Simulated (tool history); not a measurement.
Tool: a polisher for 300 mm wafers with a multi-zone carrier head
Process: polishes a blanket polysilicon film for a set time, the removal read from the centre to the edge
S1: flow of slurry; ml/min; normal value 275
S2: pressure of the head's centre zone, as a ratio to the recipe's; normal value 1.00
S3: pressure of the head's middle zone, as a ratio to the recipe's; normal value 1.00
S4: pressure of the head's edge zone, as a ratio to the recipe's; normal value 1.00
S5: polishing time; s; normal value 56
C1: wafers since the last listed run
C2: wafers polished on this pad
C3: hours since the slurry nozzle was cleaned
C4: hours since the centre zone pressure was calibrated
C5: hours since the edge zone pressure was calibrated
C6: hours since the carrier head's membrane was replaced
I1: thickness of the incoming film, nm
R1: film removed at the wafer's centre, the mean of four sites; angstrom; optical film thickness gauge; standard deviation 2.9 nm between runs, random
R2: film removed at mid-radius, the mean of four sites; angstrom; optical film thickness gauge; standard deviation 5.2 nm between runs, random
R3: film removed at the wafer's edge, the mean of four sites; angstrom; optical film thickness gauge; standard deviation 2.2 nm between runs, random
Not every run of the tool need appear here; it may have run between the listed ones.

run 1 hour=0.0 | S1=275 S2=1.00 S3=1.00 S4=1.00 S5=62 | C1=0 C2=930 C3=521.6 C4=13.9 C5=1139.8 C6=406.4 | I1=1858.5 | R1=3901 R2=3852 R3=3886
-- hour=47.5 edge zone pressure recalibrated
run 2 hour=82.5 | S1=275 S2=1.00 S3=1.00 S4=1.00 S5=62 | C1=769 C2=1699 C3=604.1 C4=96.4 C5=35.0 C6=488.9 | I1=1866.4 | R1=3851 R2=3851 R3=3863
-- hour=88.1 slurry nozzle cleaned
run 3 hour=169.0 | S1=275 S2=1.00 S3=0.96 S4=1.00 S5=56 | C1=817 C2=2517 C3=80.9 C4=182.9 C5=121.5 C6=575.4 | I1=1847.7 | R1=3447 R2=3355 R3=3475
-- hour=269.6 carrier head's membrane replaced by a new one
run 4 hour=270.1 | S1=275 S2=1.00 S3=1.06 S4=1.00 S5=56 | C1=918 C2=3435 C3=182.0 C4=284.0 C5=222.6 C6=0.5 | I1=1906.6 | R1=3390 R2=3656 R3=3438
run 5 hour=367.9 | S1=205 S2=0.92 S3=0.91 S4=1.00 S5=46 | C1=934 C2=4370 C3=279.8 C4=381.8 C5=320.4 C6=98.3 | I1=1862.0 | R1=2429 R2=2480 R3=2665
run 6 hour=469.4 | S1=235 S2=1.09 S3=1.00 S4=0.91 S5=74 | C1=970 C2=5340 C3=381.3 C4=483.3 C5=421.9 C6=199.8 | I1=1897.2 | R1=4585 R2=4393 R3=4094
-- hour=485.6 worn pad replaced by a new one
run 7 hour=571.5 | S1=235 S2=1.09 S3=1.00 S4=0.91 S5=74 | C1=937 C2=821 C3=483.4 C4=585.4 C5=524.0 C6=301.9 | I1=1849.1 | R1=4903 R2=4577 R3=4287
run 8 hour=624.8 | S1=275 S2=1.00 S3=1.00 S4=1.00 S5=61 | C1=509 C2=1330 C3=536.7 C4=638.7 C5=577.3 C6=355.2 | I1=1872.1 | R1=3767 R2=3804 R3=3772
run 9 hour=702.8 | S1=275 S2=1.00 S3=1.00 S4=1.00 S5=44 | C1=745 C2=2076 C3=614.7 C4=716.7 C5=655.3 C6=433.2 | I1=1854.5 | R1=2655 R2=2745 R3=2663
-- hour=733.4 slurry nozzle cleaned
run 10 hour=1013.7 | S1=275 S2=1.00 S3=0.92 S4=0.92 S5=56 | C1=2962 C2=5038 C3=280.3 C4=1027.6 C5=966.2 C6=744.1 | I1=1865.4 | R1=3264 R2=2968 R3=3135
-- hour=1059.4 worn pad replaced by a new one
-- hour=1106.1 carrier head's membrane replaced by a new one
run 11 hour=1117.0 | S1=230 S2=1.00 S3=1.00 S4=1.00 S5=45 | C1=901 C2=502 C3=383.6 C4=1130.9 C5=1069.5 C6=10.9 | I1=1863.9 | R1=2757 R2=2791 R3=2759
run 12 hour=1177.3 | S1=275 S2=1.00 S3=1.00 S4=1.00 S5=56 | C1=576 C2=1079 C3=443.9 C4=1191.2 C5=1129.8 C6=71.2 | I1=1885.2 | R1=3503 R2=3518 R3=3472
run 13 hour=1239.1 | S1=345 S2=0.97 S3=1.00 S4=0.97 S5=56 | C1=590 C2=1669 C3=505.7 C4=1253.0 C5=1191.6 C6=133.0 | I1=1852.9 | R1=3444 R2=3702 R3=3480
-- hour=1267.8 slurry nozzle cleaned
run 14 hour=1344.9 | S1=205 S2=1.05 S3=1.00 S4=1.09 S5=56 | C1=1001 C2=2671 C3=77.1 C4=1358.8 C5=1297.4 C6=238.8 | I1=1881.8 | R1=3421 R2=3346 R3=3491
-- hour=1348.9 centre zone pressure recalibrated
-- hour=1370.4 edge zone pressure recalibrated
run 15 hour=1410.9 | S1=275 S2=1.00 S3=1.00 S4=1.00 S5=56 | C1=592 C2=3264 C3=143.1 C4=62.0 C5=40.5 C6=304.8 | I1=1846.9 | R1=3405 R2=3427 R3=3371
run 16 hour=1461.0 | S1=310 S2=1.08 S3=1.10 S4=1.00 S5=43 | C1=478 C2=3742 C3=193.2 C4=112.1 C5=90.6 C6=354.9 | I1=1854.8 | R1=2823 R2=2887 R3=2611
run 17 hour=1584.8 | S1=360 S2=0.94 S3=1.00 S4=1.00 S5=56 | C1=1183 C2=4926 C3=317.0 C4=235.9 C5=214.4 C6=478.7 | I1=1876.9 | R1=3181 R2=3384 R3=3338
-- hour=1646.3 worn pad replaced by a new one
run 18 hour=1679.9 | S1=370 S2=0.90 S3=0.95 S4=1.00 S5=73 | C1=870 C2=320 C3=412.1 C4=331.0 C5=309.5 C6=573.8 | I1=1865.9 | R1=4326 R2=4518 R3=4740
run 19 hour=1780.5 | S1=275 S2=1.00 S3=1.00 S4=1.00 S5=56 | C1=961 C2=1282 C3=512.7 C4=431.6 C5=410.1 C6=674.4 | I1=1859.9 | R1=3455 R2=3545 R3=3534
run 20 hour=1833.5 | S1=200 S2=1.08 S3=1.00 S4=1.07 S5=74 | C1=506 C2=1789 C3=565.7 C4=484.6 C5=463.1 C6=727.4 | I1=1889.6 | R1=4713 R2=4470 R3=4611
-- hour=1856.0 slurry nozzle cleaned
-- hour=1871.9 carrier head's membrane replaced by a new one
run 21 hour=1881.5 | S1=275 S2=1.00 S3=1.00 S4=1.00 S5=61 | C1=401 C2=2190 C3=25.5 C4=532.6 C5=511.1 C6=9.6 | I1=1856.6 | R1=3772 R2=3831 R3=3762

Here are 5 independent what-if runs from the current tool condition. What would each one return?
run A hour=1881.9 | S1=275 S2=1.00 S3=1.00 S4=0.90 S5=56 | C1=3 C2=2194 C3=25.9 C4=533.0 C5=511.5 C6=10.0 | I1=1872.1 | R1=? R2=? R3=?
run B hour=1881.9 | S1=275 S2=1.11 S3=1.04 S4=1.00 S5=56 | C1=3 C2=2194 C3=25.9 C4=533.0 C5=511.5 C6=10.0 | I1=1872.1 | R1=? R2=? R3=?
run C hour=1881.9 | S1=190 S2=1.00 S3=1.00 S4=0.91 S5=56 | C1=3 C2=2194 C3=25.9 C4=533.0 C5=511.5 C6=10.0 | I1=1872.1 | R1=? R2=? R3=?
run D hour=1881.9 | S1=275 S2=0.93 S3=1.00 S4=1.00 S5=56 | C1=3 C2=2194 C3=25.9 C4=533.0 C5=511.5 C6=10.0 | I1=1872.1 | R1=? R2=? R3=?
run E hour=1881.9 | S1=275 S2=1.00 S3=1.12 S4=0.90 S5=56 | C1=3 C2=2194 C3=25.9 C4=533.0 C5=511.5 C6=10.0 | I1=1872.1 | R1=? R2=? R3=?

run=A R1=3429 R2=3517 R3=3316
run=B R1=3811 R2=3625 R3=3483
run=C R1=3229 R2=3331 R3=3201
run=D R1=3188 R2=3517 R3=3485
run=E R1=3432 R2=3851 R3=3311
Stripped of hidden state, with their random variation kept, the same runs would have yielded:
run=A R1=3547 R2=3637 R3=3430
run=B R1=3941 R2=3749 R3=3602
run=C R1=3339 R2=3445 R3=3311
run=D R1=3296 R2=3638 R3=3604
run=E R1=3549 R2=3982 R3=3425
